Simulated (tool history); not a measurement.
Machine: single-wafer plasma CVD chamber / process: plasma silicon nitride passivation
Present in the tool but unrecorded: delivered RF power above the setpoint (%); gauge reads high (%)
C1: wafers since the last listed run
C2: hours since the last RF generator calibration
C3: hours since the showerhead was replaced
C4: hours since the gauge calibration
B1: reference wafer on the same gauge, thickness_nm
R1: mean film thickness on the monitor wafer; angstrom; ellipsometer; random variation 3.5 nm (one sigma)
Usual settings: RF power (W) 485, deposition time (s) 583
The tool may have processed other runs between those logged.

Run 1, hour 0.0: usual settings; C1 0; C2 563.4; C3 2781.7; C4 1358.7; B1 705.507. Result: R1 7813.13 angstrom.
Run 2, hour 69.6: usual settings; C1 191; C2 633.0; C3 2851.3; C4 1428.3; B1 705.023. Result: R1 7860.66 angstrom.
Run 3, hour 118.0: usual settings; C1 133; C2 681.4; C3 2899.7; C4 1476.7; B1 704.489. Result: R1 7803.56 angstrom.
Run 4, hour 151.7: usual settings; C1 92; C2 715.1; C3 2933.4; C4 1510.4; B1 704.888. Result: R1 7869.85 angstrom.
Run 5, hour 188.1: usual settings but RF power (W) 410; C1 100; C2 751.5; C3 2969.8; C4 1546.8; B1 704.675. Result: R1 7496.35 angstrom.
Run 6, hour 246.4: usual settings; C1 160; C2 809.8; C3 3028.1; C4 1605.1; B1 704.986. Result: R1 7801.70 angstrom.
Run 7, hour 310.6: usual settings but RF power (W) 435; C1 176; C2 874.0; C3 3092.3; C4 1669.3; B1 705.188. Result: R1 7567.02 angstrom.
Run 8, hour 371.5: usual settings but RF power (W) 435; C1 167; C2 934.9; C3 3153.2; C4 1730.2; B1 705.204. Result: R1 7584.67 angstrom.
Run 9, hour 424.1: usual settings but RF power (W) 435; C1 144; C2 987.5; C3 3205.8; C4 1782.8; B1 705.139. Result: R1 7573.10 angstrom.
Run 10, hour 489.5: usual settings; C1 179; C2 1052.9; C3 3271.2; C4 1848.2; B1 704.879. Result: R1 7787.74 angstrom.
Run 11, hour 546.2: usual settings; C1 155; C2 1109.6; C3 3327.9; C4 1904.9; B1 704.597. Result: R1 7806.20 angstrom.
Run 12, hour 589.5: usual settings; C1 119; C2 1152.9; C3 3371.2; C4 1948.2; B1 704.922. Result: R1 7802.87 angstrom.
At hour 718.4: showerhead replaced, of another model than before.
Run 13, hour 719.4: usual settings; C1 335; C2 1282.8; C3 1.0; C4 2078.1; B1 705.242. Result: R1 7713.94 angstrom.
Run 14, hour 748.9: usual settings; C1 81; C2 1312.3; C3 30.5; C4 2107.6; B1 704.552. Result: R1 7782.04 angstrom.
Run 15, hour 820.7: usual settings; C1 197; C2 1384.1; C3 102.3; C4 2179.4; B1 704.791. Result: R1 7727.52 angstrom.
Run 16, hour 885.3: usual settings; C1 177; C2 1448.7; C3 166.9; C4 2244.0; B1 705.171. Result: R1 7679.51 angstrom.
Run 17, hour 919.1: usual settings; C1 92; C2 1482.5; C3 200.7; C4 2277.8; B1 704.555. Result: R1 7709.53 angstrom.
Run 18, hour 972.2: usual settings but RF power (W) 455; C1 145; C2 1535.6; C3 253.8; C4 2330.9; B1 705.158. Result: R1 7502.59 angstrom.
Run 19, hour 1007.2: usual settings but RF power (W) 460; C1 96; C2 1570.6; C3 288.8; C4 2365.9; B1 705.144. Result: R1 7453.71 angstrom.
At hour 1050.8: RF generator calibrated.
Run 20, hour 1078.5: usual settings but RF power (W) 460; C1 174; C2 27.7; C3 360.1; C4 2437.2; B1 705.293. Result: R1 7690.35 angstrom.
Run 21, hour 1136.3: usual settings but RF power (W) 460; C1 158; C2 85.5; C3 417.9; C4 2495.0; B1 705.379. Result: R1 7741.67 angstrom.
Run 22, hour 1163.3: usual settings but RF power (W) 435; C1 74; C2 112.5; C3 444.9; C4 2522.0; B1 705.095. Result: R1 7535.59 angstrom.
Run 23, hour 1201.4: usual settings but RF power (W) 455, deposition time (s) 695; C1 104; C2 150.6; C3 483.0; C4 2560.1; B1 705.300. Result: R1 9101.37 angstrom.
Run 24, hour 1260.3: usual settings but RF power (W) 530; C1 161; C2 209.5; C3 541.9; C4 2619.0; B1 704.864. Result: R1 8194.97 angstrom.
At hour 1283.5: gauge calibrated.
Run 25, hour 1326.6: usual settings; C1 182; C2 275.8; C3 608.2; C4 43.1; B1 704.952. Result: R1 7825.46 angstrom.
Run 26, hour 1368.4: usual settings; C1 114; C2 317.6; C3 650.0; C4 84.9; B1 704.644. Result: R1 7829.70 angstrom.
Run 27, hour 1421.3: usual settings; C1 145; C2 370.5; C3 702.9; C4 137.8; B1 704.704. Result: R1 7792.58 angstrom.
Run 28, hour 1464.9: usual settings but RF power (W) 455, deposition time (s) 625; C1 119; C2 414.1; C3 746.5; C4 181.4; B1 704.871. Result: R1 8128.59 angstrom.
Run 29, hour 1531.8: usual settings but RF power (W) 415; C1 183; C2 481.0; C3 813.4; C4 248.3; B1 704.996. Result: R1 7251.14 angstrom.
Run 30, hour 1593.4: usual settings but RF power (W) 430, deposition time (s) 688; C1 169; C2 542.6; C3 875.0; C4 309.9; B1 705.645. Result: R1 8650.34 angstrom.
Run 31, hour 1665.1: usual settings but deposition time (s) 621; C1 197; C2 614.3; C3 946.7; C4 381.6; B1 704.328. Result: R1 8238.58 angstrom.
Run 32, hour 1699.9: usual settings; C1 95; C2 649.1; C3 981.5; C4 416.4; B1 704.745. Result: R1 7702.99 angstrom.
Run 33, hour 1726.7: usual settings but RF power (W) 405, deposition time (s) 484; C1 73; C2 675.9; C3 1008.3; C4 443.2; B1 705.043. Result: R1 5880.77 angstrom.
Run 34, hour 1765.8: usual settings; C1 107; C2 715.0; C3 1047.4; C4 482.3; B1 704.684. Result: R1 7721.95 angstrom.
Run 35, hour 1836.0: usual settings but RF power (W) 450, deposition time (s) 524; C1 192; C2 785.2; C3 1117.6; C4 552.5; B1 705.479. Result: R1 6690.46 angstrom.
Run 36, hour 1888.4: usual settings but RF power (W) 450, deposition time (s) 622; C1 144; C2 837.6; C3 1170.0; C4 604.9; B1 704.609. Result: R1 7926.26 angstrom.
Run 37, hour 1950.3: usual settings; C1 170; C2 899.5; C3 1231.9; C4 666.8; B1 705.140. Result: R1 7676.62 angstrom.
Run 38, hour 2008.6: usual settings but RF power (W) 455, deposition time (s) 498; C1 160; C2 957.8; C3 1290.2; C4 725.1; B1 705.207. Result: R1 6351.21 angstrom.
Run 39, hour 2060.6: usual settings but RF power (W) 540, deposition time (s) 511; C1 142; C2 1009.8; C3 1342.2; C4 777.1; B1 704.723. Result: R1 7065.70 angstrom.
Run 40, hour 2127.0: usual settings; C1 182; C2 1076.2; C3 1408.6; C4 843.5; B1 704.736. Result: R1 7638.55 angstrom.
Run 41, hour 2186.1: usual settings but deposition time (s) 667; C1 162; C2 1135.3; C3 1467.7; C4 902.6; B1 704.990. Result: R1 8789.46 angstrom.
Run 42, hour 2228.8: usual settings but RF power (W) 445, deposition time (s) 682; C1 117; C2 1178.0; C3 1510.4; C4 945.3; B1 705.055. Result: R1 8615.97 angstrom.
Run 43, hour 2271.6: usual settings; C1 117; C2 1220.8; C3 1553.2; C4 988.1; B1 705.134. Result: R1 7687.28 angstrom.
Run 44, hour 2330.4: usual settings; C1 161; C2 1279.6; C3 1612.0; C4 1046.9; B1 704.088. Result: R1 7679.80 angstrom.

Predict each of these 4 candidate next runs independently; none follows another, all start after run 44:
Run A, hour 2331.0: usual settings but deposition time (s) 499; C1 1; C2 1280.2; C3 1612.6; C4 1047.5; B1 ?. Result: R1 ?.
Run B, hour 2331.0: usual settings but RF power (W) 510, deposition time (s) 671; C1 1; C2 1280.2; C3 1612.6; C4 1047.5; B1 ?. Result: R1 ?.
Run C, hour 2331.0: usual settings but RF power (W) 460, deposition time (s) 483; C1 1; C2 1280.2; C3 1612.6; C4 1047.5; B1 ?. Result: R1 ?.
Run D, hour 2331.0: usual settings but RF power (W) 530, deposition time (s) 680; C1 1; C2 1280.2; C3 1612.6; C4 1047.5; B1 ?. Result: R1 ?.

run       B1       R1
  A  704.360  6558.52
  B  704.360  9019.26
  C  704.360  6196.15
  D  704.360  9295.20
With no hidden state in the tool, these same runs would have given:
run       R1
  A  6843.98
  B  9411.82
  C  6465.84
  D  9699.77

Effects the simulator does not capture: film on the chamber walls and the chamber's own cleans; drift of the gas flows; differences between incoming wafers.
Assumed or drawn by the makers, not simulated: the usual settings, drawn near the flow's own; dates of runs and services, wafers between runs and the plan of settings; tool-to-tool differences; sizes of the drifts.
